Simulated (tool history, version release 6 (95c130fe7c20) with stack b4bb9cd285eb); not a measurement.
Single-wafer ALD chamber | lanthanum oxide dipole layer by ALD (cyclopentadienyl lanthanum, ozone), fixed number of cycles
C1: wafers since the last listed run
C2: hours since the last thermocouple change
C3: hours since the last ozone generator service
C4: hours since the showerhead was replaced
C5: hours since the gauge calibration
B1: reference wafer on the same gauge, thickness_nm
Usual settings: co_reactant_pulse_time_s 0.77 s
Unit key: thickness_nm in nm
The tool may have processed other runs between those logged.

Run 1, day 0: usual settings but co_reactant_pulse_time_s 0.85 s; C1 0; C2 484.4; C3 1580.3; C4 2021.1; C5 1777.7; B1 0.527. Result: thickness_nm 0.489 nm.
Run 2, day 2.354: usual settings; C1 943; C2 540.9; C3 1636.8; C4 2077.6; C5 1834.2; B1 0.527. Result: thickness_nm 0.468 nm.
Run 3, day 5.425: usual settings; C1 1230; C2 614.6; C3 1710.5; C4 2151.3; C5 1907.9; B1 0.527. Result: thickness_nm 0.466 nm.
At day 8.442: ozone generator serviced.
Run 4, day 9.567: usual settings; C1 1526; C2 714; C3 27; C4 2250.7; C5 2007.3; B1 0.526. Result: thickness_nm 0.481 nm.
Run 5, day 11.475: usual settings; C1 764; C2 759.8; C3 72.8; C4 2296.5; C5 2053.1; B1 0.526. Result: thickness_nm 0.478 nm.
Run 6, day 13.05: usual settings; C1 631; C2 797.6; C3 110.6; C4 2334.3; C5 2090.9; B1 0.526. Result: thickness_nm 0.48 nm.
Run 7, day 17.108: usual settings; C1 1626; C2 895; C3 208; C4 2431.7; C5 2188.3; B1 0.526. Result: thickness_nm 0.477 nm.
Run 8, day 18.912: usual settings; C1 722; C2 938.3; C3 251.3; C4 2475; C5 2231.6; B1 0.526. Result: thickness_nm 0.479 nm.
Run 9, day 22.067: usual settings but co_reactant_pulse_time_s 0.55 s; C1 1263; C2 1014; C3 327; C4 2550.7; C5 2307.3; B1 0.526. Result: thickness_nm 0.414 nm.
Run 10, day 24.721: usual settings but co_reactant_pulse_time_s 0.55 s; C1 1063; C2 1077.7; C3 390.7; C4 2614.4; C5 2371; B1 0.526. Result: thickness_nm 0.413 nm.
Run 11, day 26.75: usual settings but co_reactant_pulse_time_s 0.55 s; C1 813; C2 1126.4; C3 439.4; C4 2663.1; C5 2419.7; B1 0.526. Result: thickness_nm 0.41 nm.
Run 12, day 28.346: usual settings; C1 639; C2 1164.7; C3 477.7; C4 2701.4; C5 2458; B1 0.526. Result: thickness_nm 0.479 nm.
Run 13, day 31.267: usual settings; C1 1170; C2 1234.8; C3 547.8; C4 2771.5; C5 2528.1; B1 0.526. Result: thickness_nm 0.48 nm.
Run 14, day 34.388: usual settings; C1 1250; C2 1309.7; C3 622.7; C4 2846.4; C5 2603; B1 0.525. Result: thickness_nm 0.478 nm.
At day 36.567: thermocouple changed; heater temperature recalibrated.
Run 15, day 36.588: usual settings but co_reactant_pulse_time_s 0.9 s; C1 748; C2 0.5; C3 675.5; C4 2899.2; C5 2655.8; B1 0.526. Result: thickness_nm 0.507 nm.
At day 38.017: gauge calibrated.
Run 16, day 39.858: usual settings but co_reactant_pulse_time_s 0.9 s; C1 1310; C2 79; C3 754; C4 2977.7; C5 44.2; B1 0.527. Result: thickness_nm 0.504 nm.
Run 17, day 42.529: usual settings but co_reactant_pulse_time_s 1.02 s; C1 1070; C2 143.1; C3 818.1; C4 3041.8; C5 108.3; B1 0.526. Result: thickness_nm 0.524 nm.
Run 18, day 46.183: usual settings but co_reactant_pulse_time_s 1.06 s; C1 1464; C2 230.8; C3 905.8; C4 3129.5; C5 196; B1 0.526. Result: thickness_nm 0.531 nm.
Run 19, day 49.983: usual settings but co_reactant_pulse_time_s 1.05 s; C1 1522; C2 322; C3 997; C4 3220.7; C5 287.2; B1 0.526. Result: thickness_nm 0.531 nm.
At day 51.804: showerhead replaced, of another model than before.
Run 20, day 52.317: usual settings but co_reactant_pulse_time_s 0.93 s; C1 801; C2 378; C3 1053; C4 12.3; C5 343.2; B1 0.526. Result: thickness_nm 0.521 nm.
Run 21, day 56.592: usual settings but co_reactant_pulse_time_s 0.6 s; C1 1713; C2 480.6; C3 1155.6; C4 114.9; C5 445.8; B1 0.526. Result: thickness_nm 0.378 nm.
Run 22, day 59.958: usual settings but co_reactant_pulse_time_s 1.04 s; C1 1349; C2 561.4; C3 1236.4; C4 195.7; C5 526.6; B1 0.526. Result: thickness_nm 0.542 nm.

Estimate the outcome of run 23 from the log above:
Run 23, day 63.917: usual settings but co_reactant_pulse_time_s 0.95 s; C1 1586; C2 656.4; C3 1331.4; C4 290.7; C5 621.6; B1 ?. Result: thickness_nm ?.

B1: 0.525
thickness_nm: 0.522 nm
With no hidden state in the tool, this same run would have given thickness_nm 0.538 nm.
